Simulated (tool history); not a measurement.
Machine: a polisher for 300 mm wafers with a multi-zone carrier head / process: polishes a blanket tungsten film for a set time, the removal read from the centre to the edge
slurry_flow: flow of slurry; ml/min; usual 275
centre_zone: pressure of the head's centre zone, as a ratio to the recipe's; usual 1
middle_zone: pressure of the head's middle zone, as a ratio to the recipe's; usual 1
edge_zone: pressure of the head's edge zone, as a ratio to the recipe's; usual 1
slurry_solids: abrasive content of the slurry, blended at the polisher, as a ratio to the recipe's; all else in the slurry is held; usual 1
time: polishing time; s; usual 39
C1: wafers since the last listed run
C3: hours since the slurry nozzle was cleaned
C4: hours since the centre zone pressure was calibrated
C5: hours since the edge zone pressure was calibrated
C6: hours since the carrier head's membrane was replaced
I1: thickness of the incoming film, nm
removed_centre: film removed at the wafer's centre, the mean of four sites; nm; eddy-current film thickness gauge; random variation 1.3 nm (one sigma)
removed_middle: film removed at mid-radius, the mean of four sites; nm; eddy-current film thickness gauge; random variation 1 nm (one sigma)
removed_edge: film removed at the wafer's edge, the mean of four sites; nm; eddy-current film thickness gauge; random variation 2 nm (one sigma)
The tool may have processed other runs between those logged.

run 1 hour=0 | slurry_flow=275 centre_zone=1 middle_zone=1 edge_zone=1 slurry_solids=1 time=39 | C1=0 wafers_polished_on_this_pad=1172 C3=163.7 C4=1329.9 C5=691.6 C6=1449.4 | I1=1397.2 | removed_centre=135.1 removed_middle=130.3 removed_edge=133
run 2 hour=23.1 | slurry_flow=275 centre_zone=1 middle_zone=1 edge_zone=1.07 slurry_solids=1 time=39 | C1=193 wafers_polished_on_this_pad=1366 C3=186.8 C4=1353 C5=714.7 C6=1472.5 | I1=1390.7 | removed_centre=134.3 removed_middle=131.3 removed_edge=140.7
-- hour=32 centre zone pressure recalibrated
-- hour=37.9 worn pad replaced by a new one
run 3 hour=46 | slurry_flow=275 centre_zone=1 middle_zone=1 edge_zone=1.07 slurry_solids=1 time=39 | C1=141 wafers_polished_on_this_pad=67 C3=209.7 C4=14 C5=737.6 C6=1495.4 | I1=1391.4 | removed_centre=133.7 removed_middle=129.4 removed_edge=137.2
run 4 hour=63.9 | slurry_flow=275 centre_zone=1 middle_zone=1 edge_zone=1 slurry_solids=1 time=32 | C1=149 wafers_polished_on_this_pad=217 C3=227.6 C4=31.9 C5=755.5 C6=1513.3 | I1=1406.7 | removed_centre=112.1 removed_middle=107.4 removed_edge=108.3
run 5 hour=89.3 | slurry_flow=275 centre_zone=1 middle_zone=1 edge_zone=1.12 slurry_solids=1 time=39 | C1=212 wafers_polished_on_this_pad=430 C3=253 C4=57.3 C5=780.9 C6=1538.7 | I1=1396.7 | removed_centre=135.1 removed_middle=129.1 removed_edge=142.1
run 6 hour=102.5 | slurry_flow=275 centre_zone=1 middle_zone=0.94 edge_zone=0.92 slurry_solids=0.85 time=46 | C1=110 wafers_polished_on_this_pad=541 C3=266.2 C4=70.5 C5=794.1 C6=1551.9 | I1=1417.3 | removed_centre=152.5 removed_middle=140.6 removed_edge=147.7
run 7 hour=176.4 | slurry_flow=275 centre_zone=1 middle_zone=1 edge_zone=1 slurry_solids=1 time=39 | C1=619 wafers_polished_on_this_pad=1160 C3=340.1 C4=144.4 C5=868 C6=1625.8 | I1=1407.5 | removed_centre=133.5 removed_middle=127.7 removed_edge=135.3
-- hour=190.5 edge zone pressure recalibrated
-- hour=234.2 worn pad replaced by a new one
-- hour=245.9 carrier head's membrane replaced by a new one
run 8 hour=246.4 | slurry_flow=275 centre_zone=1 middle_zone=1 edge_zone=1 slurry_solids=1 time=50 | C1=494 wafers_polished_on_this_pad=60 C3=410.1 C4=214.4 C5=55.9 C6=0.5 | I1=1400.2 | removed_centre=169.3 removed_middle=159.9 removed_edge=172.3
run 9 hour=256.6 | slurry_flow=305 centre_zone=1 middle_zone=1 edge_zone=1 slurry_solids=1 time=39 | C1=85 wafers_polished_on_this_pad=145 C3=420.3 C4=224.6 C5=66.1 C6=10.7 | I1=1387.6 | removed_centre=133.2 removed_middle=128 removed_edge=137.5
-- hour=287.7 slurry nozzle cleaned
run 10 hour=313.2 | slurry_flow=275 centre_zone=1 middle_zone=1 edge_zone=1 slurry_solids=1 time=44 | C1=465 wafers_polished_on_this_pad=611 C3=25.5 C4=281.2 C5=122.7 C6=67.3 | I1=1387.2 | removed_centre=156.3 removed_middle=151.9 removed_edge=155.5
run 11 hour=326.9 | slurry_flow=275 centre_zone=1 middle_zone=1 edge_zone=1 slurry_solids=1 time=39 | C1=114 wafers_polished_on_this_pad=726 C3=39.2 C4=294.9 C5=136.4 C6=81 | I1=1411.7 | removed_centre=139.1 removed_middle=134.4 removed_edge=137.1
run 12 hour=353.5 | slurry_flow=205 centre_zone=1 middle_zone=1 edge_zone=1 slurry_solids=1 time=39 | C1=222 wafers_polished_on_this_pad=948 C3=65.8 C4=321.5 C5=163 C6=107.6 | I1=1419.3 | removed_centre=131 removed_middle=126.7 removed_edge=131.3
run 13 hour=371 | slurry_flow=275 centre_zone=0.9 middle_zone=0.96 edge_zone=1 slurry_solids=1 time=39 | C1=146 wafers_polished_on_this_pad=1095 C3=83.3 C4=339 C5=180.5 C6=125.1 | I1=1423.7 | removed_centre=125.2 removed_middle=129.6 removed_edge=138.3

Run 14 is up next; what results do you expect?
run 14 hour=404.1 | slurry_flow=275 centre_zone=1 middle_zone=1 edge_zone=1 slurry_solids=1 time=39 | C1=277 wafers_polished_on_this_pad=1372 C3=116.4 C4=372.1 C5=213.6 C6=158.2 | I1=1409.2 | removed_centre=? removed_middle=? removed_edge=?

Run 14 yielded removed_centre 138.1 nm, removed_middle 130.8 nm, removed_edge 140.5 nm.
With no hidden state in the tool, this same run would have given removed_centre 139.5 nm, removed_middle 132.1 nm, removed_edge 141.5 nm.
